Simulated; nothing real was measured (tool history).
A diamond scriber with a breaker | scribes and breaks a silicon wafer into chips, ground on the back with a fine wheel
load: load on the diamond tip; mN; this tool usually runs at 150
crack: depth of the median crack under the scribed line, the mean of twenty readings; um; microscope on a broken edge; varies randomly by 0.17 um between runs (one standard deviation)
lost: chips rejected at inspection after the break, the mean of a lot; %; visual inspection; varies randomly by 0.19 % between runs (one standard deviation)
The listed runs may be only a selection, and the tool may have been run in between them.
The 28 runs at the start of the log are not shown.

run,hour,load,"incoming depth of the damage left on the back of the incoming wafer, um",crack,lost
29,366.4,136,1.61,8.34,2.49
30,377.1,188,1.87,10.02,4.18
31,389.7,150,2.83,8.85,4.09
32,439.5,137,2.29,8.45,3.38
33,453.7,166,2.23,9.30,2.94
34,467.3,150,1.80,8.85,2.21
35,483.7,171,2.63,9.28,3.94
36,490.3,177,2.85,9.32,3.96

Expected results for the next run?
37,502.8,181,1.83,?,?

Logged for run 37: crack 9.58 um, lost 3.69 %.
On a tool with no hidden condition, and with the same random variation, this run would have come out at crack 9.80 um, lost 4.51 %.
